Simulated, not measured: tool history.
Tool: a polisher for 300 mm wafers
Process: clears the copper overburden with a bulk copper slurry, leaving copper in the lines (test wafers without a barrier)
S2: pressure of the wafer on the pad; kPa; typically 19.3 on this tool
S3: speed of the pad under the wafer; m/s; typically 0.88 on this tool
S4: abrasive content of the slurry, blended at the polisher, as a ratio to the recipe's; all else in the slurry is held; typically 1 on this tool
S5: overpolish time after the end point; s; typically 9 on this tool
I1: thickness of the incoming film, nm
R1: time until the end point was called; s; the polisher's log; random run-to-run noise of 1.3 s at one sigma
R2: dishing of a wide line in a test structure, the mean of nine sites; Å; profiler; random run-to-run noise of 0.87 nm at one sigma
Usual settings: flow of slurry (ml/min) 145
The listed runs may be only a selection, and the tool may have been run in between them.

run 1 hour=0 | flow_of_slurry_(ml/min)=145 S2=19.3 S3=0.88 S4=1 S5=9 | I1=699.7 | R1=96 R2=418
run 2 hour=26.9 | flow_of_slurry_(ml/min)=145 S2=19.3 S3=0.88 S4=1 S5=9 | I1=696.1 | R1=96.3 R2=408
run 3 hour=42.4 | flow_of_slurry_(ml/min)=130 S2=19.3 S3=0.88 S4=1 S5=9 | I1=685 | R1=101 R2=421
run 4 hour=64.5 | flow_of_slurry_(ml/min)=130 S2=19.3 S3=0.88 S4=1 S5=9 | I1=700.9 | R1=99.4 R2=402
run 5 hour=80.4 | flow_of_slurry_(ml/min)=130 S2=19.3 S3=0.88 S4=1 S5=9 | I1=704.3 | R1=102.6 R2=405
run 6 hour=114.1 | flow_of_slurry_(ml/min)=145 S2=19.3 S3=0.88 S4=1 S5=9 | I1=706.4 | R1=98.6 R2=396
run 7 hour=144.4 | flow_of_slurry_(ml/min)=145 S2=19.3 S3=0.88 S4=1 S5=9 | I1=703.5 | R1=101.7 R2=397
run 8 hour=166.3 | flow_of_slurry_(ml/min)=145 S2=19.3 S3=0.88 S4=1 S5=9 | I1=702.8 | R1=99.8 R2=426
run 9 hour=224.8 | flow_of_slurry_(ml/min)=145 S2=17.2 S3=0.88 S4=1 S5=9 | I1=709.6 | R1=111.6 R2=371
run 10 hour=254.5 | flow_of_slurry_(ml/min)=145 S2=17.2 S3=0.88 S4=1 S5=9 | I1=689.7 | R1=108.9 R2=358
run 11 hour=289.1 | flow_of_slurry_(ml/min)=145 S2=17.2 S3=0.88 S4=1 S5=9 | I1=699.5 | R1=112.4 R2=382
run 12 hour=301.6 | flow_of_slurry_(ml/min)=145 S2=19.3 S3=0.88 S4=1 S5=9 | I1=700.7 | R1=99.4 R2=411
run 13 hour=315.7 | flow_of_slurry_(ml/min)=145 S2=19.3 S3=0.88 S4=1 S5=12 | I1=700.1 | R1=98.7 R2=494
run 14 hour=336.3 | flow_of_slurry_(ml/min)=145 S2=22.1 S3=0.88 S4=1 S5=9 | I1=685.1 | R1=85 R2=442
run 15 hour=349.2 | flow_of_slurry_(ml/min)=145 S2=24.1 S3=0.88 S4=1.25 S5=9 | I1=700.3 | R1=76.7 R2=494
run 16 hour=367.6 | flow_of_slurry_(ml/min)=180 S2=15.2 S3=0.78 S4=1 S5=9 | I1=692.4 | R1=127.2 R2=320
run 17 hour=385.9 | flow_of_slurry_(ml/min)=145 S2=15.2 S3=0.88 S4=1 S5=9 | I1=692.7 | R1=110.2 R2=380
run 18 hour=405.9 | flow_of_slurry_(ml/min)=170 S2=23.4 S3=0.88 S4=1 S5=9 | I1=692.7 | R1=76.8 R2=510
run 19 hour=440.5 | flow_of_slurry_(ml/min)=160 S2=15.9 S3=0.88 S4=1 S5=6 | I1=700.7 | R1=106 R2=284
run 20 hour=466.4 | flow_of_slurry_(ml/min)=110 S2=22.8 S3=0.88 S4=1.3 S5=9 | I1=695.9 | R1=90 R2=428
run 21 hour=497.3 | flow_of_slurry_(ml/min)=145 S2=15.2 S3=0.88 S4=0.75 S5=9 | I1=708.7 | R1=116.7 R2=353
run 22 hour=516.3 | flow_of_slurry_(ml/min)=145 S2=19.3 S3=0.88 S4=1 S5=9 | I1=704.9 | R1=95.6 R2=420
run 23 hour=548.1 | flow_of_slurry_(ml/min)=145 S2=19.3 S3=1.02 S4=0.9 S5=9 | I1=701.8 | R1=86.1 R2=454
run 24 hour=573.5 | flow_of_slurry_(ml/min)=145 S2=19.3 S3=0.88 S4=1 S5=9 | I1=696.3 | R1=94 R2=408
run 25 hour=600.1 | flow_of_slurry_(ml/min)=145 S2=15.2 S3=0.88 S4=1 S5=9 | I1=688.6 | R1=110 R2=370

Between the runs listed above, the log contained 9 entries, not reproduced here. Where in the sequence does each belong, and how does what the log doesn't record of the tool's condition differ from the listed run before to the listed run after?
In the gap between runs 2 and 3: slurry blender recalibrated (hour 41.9)
  deviation of the head's pressure from its setpoint, %: -5.9 -> -6.04
  what was measured, less what the result would be without the hidden state, R1: +5.7 -> +6.1 s; R2: -20 -> -21 Å
In the gap between runs 4 and 5: worn pad replaced by a new one (hour 75.9)
  deviation of the head's pressure from its setpoint, %: -6.24 -> -6.39
  what was measured, less what the result would be without the hidden state, R1: +6.2 -> +6.6 s; R2: -22 -> -22 Å
In the gap between runs 8 and 9: worn pad replaced by a new one (hour 217)
  deviation of the head's pressure from its setpoint, %: -7.17 -> -7.71
  what was measured, less what the result would be without the hidden state, R1: +7.2 -> +8.6 s; R2: -26 -> -25 Å
In the gap between runs 9 and 10: slurry blender recalibrated (hour 252.9)
  deviation of the head's pressure from its setpoint, %: -7.71 -> -7.98
  what was measured, less what the result would be without the hidden state, R1: +8.6 -> +8.7 s; R2: -25 -> -26 Å
In the gap between runs 13 and 14: slurry nozzle cleaned (hour 322.2)
  deviation of the head's pressure from its setpoint, %: -8.54 -> -8.73
  what was measured, less what the result would be without the hidden state, R1: +8.4 -> +7.4 s; R2: -34 -> -32 Å
In the gap between runs 15 and 16: head pressure recalibrated (hour 367.1)
  deviation of the head's pressure from its setpoint, %: -8.84 -> -0.365
  what was measured, less what the result would be without the hidden state, R1: +6.8 -> +0.5 s; R2: -35 -> -1 Å
In the gap between runs 16 and 17: worn pad replaced by a new one, of another model than before (hour 385.4)
  deviation of the head's pressure from its setpoint, %: -0.365 -> -0.532
  what was measured, less what the result would be without the hidden state, R1: +0.5 -> +0.5 s; R2: -1 -> -2 Å
In the gap between runs 19 and 20: slurry blender recalibrated (hour 461.4)
  deviation of the head's pressure from its setpoint, %: -1.03 -> -1.27
  what was measured, less what the result would be without the hidden state, R1: +0.9 -> +0.9 s; R2: -2 -> -3 Å
In the gap between runs 22 and 23: worn pad replaced by a new one (hour 547.6)
  deviation of the head's pressure from its setpoint, %: -1.72 -> -2.01
  what was measured, less what the result would be without the hidden state, R1: +1.3 -> +1.4 s; R2: -5 -> -5 Å
